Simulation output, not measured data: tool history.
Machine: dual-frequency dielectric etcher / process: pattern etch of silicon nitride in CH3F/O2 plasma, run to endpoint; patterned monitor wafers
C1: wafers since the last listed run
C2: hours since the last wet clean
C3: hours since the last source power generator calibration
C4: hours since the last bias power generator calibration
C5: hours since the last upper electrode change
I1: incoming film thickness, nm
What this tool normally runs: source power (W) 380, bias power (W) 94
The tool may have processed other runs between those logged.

run 1 hour=0.0 | source_power_(W)=380 bias_power_(W)=94 | C1=0 C2=192.6 C3=1900.4 C4=1359.5 C5=4048.3 | I1=79.1 | endpoint_time_(s)=80.3
run 2 hour=49.0 | source_power_(W)=380 bias_power_(W)=94 | C1=469 C2=241.6 C3=1949.4 C4=1408.5 C5=4097.3 | I1=79.5 | endpoint_time_(s)=81.4
run 3 hour=99.2 | source_power_(W)=380 bias_power_(W)=94 | C1=481 C2=291.8 C3=1999.6 C4=1458.7 C5=4147.5 | I1=79.6 | endpoint_time_(s)=81.4
run 4 hour=144.5 | source_power_(W)=380 bias_power_(W)=94 | C1=434 C2=337.1 C3=2044.9 C4=1504.0 C5=4192.8 | I1=79.3 | endpoint_time_(s)=81.1
-- hour=201.8 wet clean of the chamber
run 5 hour=202.3 | source_power_(W)=350 bias_power_(W)=106 | C1=324 C2=0.5 C3=2102.7 C4=1561.8 C5=4250.6 | I1=79.1 | endpoint_time_(s)=77.8
run 6 hour=234.9 | source_power_(W)=380 bias_power_(W)=94 | C1=312 C2=33.1 C3=2135.3 C4=1594.4 C5=4283.2 | I1=79.7 | endpoint_time_(s)=79.9
run 7 hour=268.8 | source_power_(W)=320 bias_power_(W)=94 | C1=324 C2=67.0 C3=2169.2 C4=1628.3 C5=4317.1 | I1=79.5 | endpoint_time_(s)=85.1
run 8 hour=329.1 | source_power_(W)=320 bias_power_(W)=94 | C1=578 C2=127.3 C3=2229.5 C4=1688.6 C5=4377.4 | I1=79.6 | endpoint_time_(s)=85.6
run 9 hour=376.3 | source_power_(W)=360 bias_power_(W)=112 | C1=452 C2=174.5 C3=2276.7 C4=1735.8 C5=4424.6 | I1=79.4 | endpoint_time_(s)=76.5
run 10 hour=438.6 | source_power_(W)=440 bias_power_(W)=87 | C1=597 C2=236.8 C3=2339.0 C4=1798.1 C5=4486.9 | I1=80.0 | endpoint_time_(s)=79.6
run 11 hour=469.6 | source_power_(W)=460 bias_power_(W)=78 | C1=297 C2=267.8 C3=2370.0 C4=1829.1 C5=4517.9 | I1=79.6 | endpoint_time_(s)=81.8
-- hour=531.5 wet clean of the chamber
run 12 hour=532.0 | source_power_(W)=460 bias_power_(W)=78 | C1=368 C2=0.5 C3=2432.4 C4=1891.5 C5=4580.3 | I1=79.4 | endpoint_time_(s)=80.8
-- hour=553.4 bias power generator calibrated
run 13 hour=553.9 | source_power_(W)=470 bias_power_(W)=105 | C1=171 C2=22.4 C3=2454.3 C4=0.5 C5=4602.2 | I1=80.2 | endpoint_time_(s)=72.3
run 14 hour=603.6 | source_power_(W)=300 bias_power_(W)=101 | C1=476 C2=72.1 C3=2504.0 C4=50.2 C5=4651.9 | I1=79.7 | endpoint_time_(s)=86.3
-- hour=667.3 upper electrode replaced
run 15 hour=671.5 | source_power_(W)=380 bias_power_(W)=110 | C1=420 C2=140.0 C3=2571.9 C4=118.1 C5=4.2 | I1=79.7 | endpoint_time_(s)=76.9
run 16 hour=722.2 | source_power_(W)=310 bias_power_(W)=115 | C1=486 C2=190.7 C3=2622.6 C4=168.8 C5=54.9 | I1=79.4 | endpoint_time_(s)=81.0
run 17 hour=758.4 | source_power_(W)=380 bias_power_(W)=94 | C1=347 C2=226.9 C3=2658.8 C4=205.0 C5=91.1 | I1=79.2 | endpoint_time_(s)=81.1
-- hour=779.3 source power generator calibrated
run 18 hour=818.9 | source_power_(W)=350 bias_power_(W)=88 | C1=541 C2=287.4 C3=39.6 C4=265.5 C5=151.6 | I1=80.3 | endpoint_time_(s)=87.4
-- hour=879.1 wet clean of the chamber
run 19 hour=879.6 | source_power_(W)=470 bias_power_(W)=94 | C1=351 C2=0.5 C3=100.3 C4=326.2 C5=212.3 | I1=80.3 | endpoint_time_(s)=75.2
run 20 hour=923.2 | source_power_(W)=330 bias_power_(W)=85 | C1=417 C2=44.1 C3=143.9 C4=369.8 C5=255.9 | I1=79.8 | endpoint_time_(s)=87.8
run 21 hour=970.8 | source_power_(W)=350 bias_power_(W)=82 | C1=456 C2=91.7 C3=191.5 C4=417.4 C5=303.5 | I1=78.4 | endpoint_time_(s)=86.8
run 22 hour=996.0 | source_power_(W)=380 bias_power_(W)=74 | C1=241 C2=116.9 C3=216.7 C4=442.6 C5=328.7 | I1=80.3 | endpoint_time_(s)=89.6
run 23 hour=1053.5 | source_power_(W)=340 bias_power_(W)=87 | C1=551 C2=174.4 C3=274.2 C4=500.1 C5=386.2 | I1=79.2 | endpoint_time_(s)=86.5
run 24 hour=1123.0 | source_power_(W)=380 bias_power_(W)=94 | C1=666 C2=243.9 C3=343.7 C4=569.6 C5=455.7 | I1=79.3 | endpoint_time_(s)=81.4

Branching from run 24: 4 alternative next runs. What would each branch give?
run A hour=1123.5 | source_power_(W)=380 bias_power_(W)=109 | C1=4 C2=244.4 C3=344.2 C4=570.1 C5=456.2 | I1=79.2 | endpoint_time_(s)=?
run B hour=1123.5 | source_power_(W)=440 bias_power_(W)=70 | C1=4 C2=244.4 C3=344.2 C4=570.1 C5=456.2 | I1=79.2 | endpoint_time_(s)=?
run C hour=1123.5 | source_power_(W)=440 bias_power_(W)=73 | C1=4 C2=244.4 C3=344.2 C4=570.1 C5=456.2 | I1=79.2 | endpoint_time_(s)=?
run D hour=1123.5 | source_power_(W)=440 bias_power_(W)=108 | C1=4 C2=244.4 C3=344.2 C4=570.1 C5=456.2 | I1=79.2 | endpoint_time_(s)=?

run=A endpoint_time_(s)=76.9
run=B endpoint_time_(s)=85.9
run=C endpoint_time_(s)=84.6
run=D endpoint_time_(s)=73.2
What these runs would have given with no unlogged condition in the tool:
run=A endpoint_time_(s)=75.2
run=B endpoint_time_(s)=84.0
run=C endpoint_time_(s)=82.8
run=D endpoint_time_(s)=71.6
